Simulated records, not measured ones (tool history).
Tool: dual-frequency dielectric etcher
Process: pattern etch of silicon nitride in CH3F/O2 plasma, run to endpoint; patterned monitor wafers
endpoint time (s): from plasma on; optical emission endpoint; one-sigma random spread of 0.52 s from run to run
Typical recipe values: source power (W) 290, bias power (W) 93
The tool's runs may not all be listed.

run,day,source power (W),bias power (W),wafers since the last listed run,hours since the last wet clean,hours since the last source power generator calibration,hours since the last bias power generator calibration,hours since the last upper electrode change,"incoming incoming film thickness, nm",endpoint time (s)
1,0,290,79,0,113.2,600.7,1698.4,731.6,70.6,83.2
2,2.954,290,79,652,184.1,671.6,1769.3,802.5,70.3,82.5
3,6.442,290,93,770,267.8,755.3,1853,886.2,70.3,79.4
4,9.592,250,110,696,343.4,830.9,1928.6,961.8,70.7,78.8
5,11.425,250,110,405,387.4,874.9,1972.6,1005.8,70.4,79.2
6,14.238,250,110,621,454.9,942.4,2040.1,1073.3,70.1,78.2
7,17.958,290,93,822,544.2,1031.7,2129.4,1162.6,69.4,77.1
8,20.862,290,93,641,613.9,1101.4,2199.1,1232.3,70.8,78.2
9,23.029,290,93,478,665.9,1153.4,2251.1,1284.3,69.8,76.5
10,24.942,290,93,422,711.8,1199.3,2297,1330.2,69.9,77.1
# day 28.229: wet clean of the chamber
11,28.871,290,93,647,15.4,1293.6,2391.3,1424.5,70.8,81.2
12,31.983,290,75,687,90.1,1368.3,2466,1499.2,70.7,83
# day 32.675: bias power generator calibrated
13,34.912,290,75,610,160.4,1438.6,53.7,1569.5,70.9,83.7
14,38.788,290,75,856,253.4,1531.6,146.7,1662.5,69.8,81.8
15,41.279,290,77,550,313.2,1591.4,206.5,1722.3,70.8,82.7
16,46.788,230,103,1217,445.4,1723.6,338.7,1854.5,70.7,80
# day 54.729: wet clean of the chamber
17,57.788,320,76,2209,73.4,1987.6,602.7,2118.5,69.5,80.7
18,61.588,290,93,839,164.6,2078.8,693.9,2209.7,70.4,79.4
19,65.833,290,109,938,266.5,2180.7,795.8,2311.6,70.3,76.3
20,69.825,250,72,882,362.3,2276.5,891.6,2407.4,70.4,85
# day 72.929: upper electrode replaced, of another model than before
21,72.95,250,71,469,437.3,2351.5,966.6,0.5,70.5,89.1
22,76.762,230,73,842,528.8,2443,1058.1,92,70.6,90.9
# day 78.467: source power generator calibrated
23,80.017,320,87,682,606.9,37.2,1136.2,170.1,70.1,75
24,81.996,320,76,437,654.4,84.7,1183.7,217.6,70.3,78.5
25,84.817,320,110,623,722.1,152.4,1251.4,285.3,70.2,69.6
# day 86.179: wet clean of the chamber
26,88.004,250,74,483,43.8,228.9,1327.9,361.8,70.3,91.2
27,90.817,290,93,621,111.3,296.4,1395.4,429.3,69.6,78.8
28,94.179,290,101,743,192,377.1,1476.1,510,70.4,78
29,98.629,290,93,983,298.8,483.9,1582.9,616.8,70.4,78.9
30,107.171,360,93,1887,503.8,688.9,1787.9,821.8,69.5,72.1
31,110.262,260,115,683,578,763.1,1862.1,896,70.4,75.2
32,113.675,290,93,754,659.9,845,1944,977.9,70.9,78.7
# day 115.021: wet clean of the chamber
33,116.033,260,104,300,24.3,901.6,2000.6,1034.5,70.3,81.1
34,119.521,290,93,770,108,985.3,2084.3,1118.2,71.1,81.2
35,123.258,290,102,825,197.7,1075,2174,1207.9,70.5,78.3
36,127.283,240,103,889,294.3,1171.6,2270.6,1304.5,70.5,81.9

Forecast each of these 3 alternatives for the next run:
A,127.304,290,93,4,294.8,1172.1,2271.1,1305,71.1,?
B,127.304,290,76,4,294.8,1172.1,2271.1,1305,71.1,?
C,127.304,220,109,4,294.8,1172.1,2271.1,1305,71.1,?

run,endpoint time (s)
A,81.2
B,86.7
C,84.2
What these runs would have given with no unlogged condition in the tool:
run,endpoint time (s)
A,82.4
B,88
C,85.4
